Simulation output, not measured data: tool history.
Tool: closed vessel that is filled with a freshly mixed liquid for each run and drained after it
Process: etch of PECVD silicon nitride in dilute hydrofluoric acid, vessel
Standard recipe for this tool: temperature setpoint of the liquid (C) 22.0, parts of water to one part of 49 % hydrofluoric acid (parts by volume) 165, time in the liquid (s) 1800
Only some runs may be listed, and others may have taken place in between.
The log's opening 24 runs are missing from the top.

run   hour  temperature setpoint of the liquid (C)  parts of water to one part of 49 % hydrofluoric acid (parts by volume)  time in the liquid (s)  wafers since the last listed run  hours since the thermometer was replaced  hours since the hydrofluoric acid flow meter was replaced  hours since the gauge calibration  read-back film thickness of the PECVD silicon nitride reference wafer, read on the same gauge (nm)  thickness taken off the PECVD silicon nitride on a monitor wafer (nm)
 25  294.3                                    26.5                                                                     165                    1800                               625                                     155.0                                                      126.3                              128.6                                                                                              150.01                                                                  77.73
 26  310.4                                    22.0                                                                     165                    1800                               853                                     171.1                                                      142.4                              144.7                                                                                              149.99                                                                  57.83
 27  317.0                                    26.0                                                                     200                    1130                               350                                     177.7                                                      149.0                              151.3                                                                                              150.03                                                                  38.56
 28  323.9                                    20.5                                                                     245                     895                               365                                     184.6                                                      155.9                              158.2                                                                                              149.96                                                                  17.79
 29  334.4                                    22.0                                                                     165                    1800                               556                                     195.1                                                      166.4                              168.7                                                                                              150.01                                                                  57.54
 30  346.9                                    22.0                                                                     165                    2405                               662                                     207.6                                                      178.9                              181.2                                                                                              150.01                                                                  77.33
 31  360.8                                    25.5                                                                     135                    1800                               737                                     221.5                                                      192.8                              195.1                                                                                              149.98                                                                  87.78
 32  375.0                                    22.0                                                                     165                    1800                               753                                     235.7                                                      207.0                              209.3                                                                                              149.94                                                                  57.85

What if the next run were any one of these 3? Each begins from the tool's condition after run 32:
  A  376.1                                    22.0                                                                     165                    1800                                58                                     236.8                                                      208.1                              210.4                                                                                                   ?                                                                      ?
  B  376.1                                    19.0                                                                     190                    2820                                58                                     236.8                                                      208.1                              210.4                                                                                                   ?                                                                      ?
  C  376.1                                    18.5                                                                     165                    1285                                58                                     236.8                                                      208.1                              210.4                                                                                                   ?                                                                      ?

run  read-back film thickness of the PECVD silicon nitride reference wafer, read on the same gauge (nm)  thickness taken off the PECVD silicon nitride on a monitor wafer (nm)
  A                                                                                              149.94                                                                  57.35
  B                                                                                              149.94                                                                  64.35
  C                                                                                              149.94                                                                  32.52
Without the tool's hidden state the same runs would have given:
run  thickness taken off the PECVD silicon nitride on a monitor wafer (nm)
  A                                                                  57.37
  B                                                                  64.29
  C                                                                  32.48
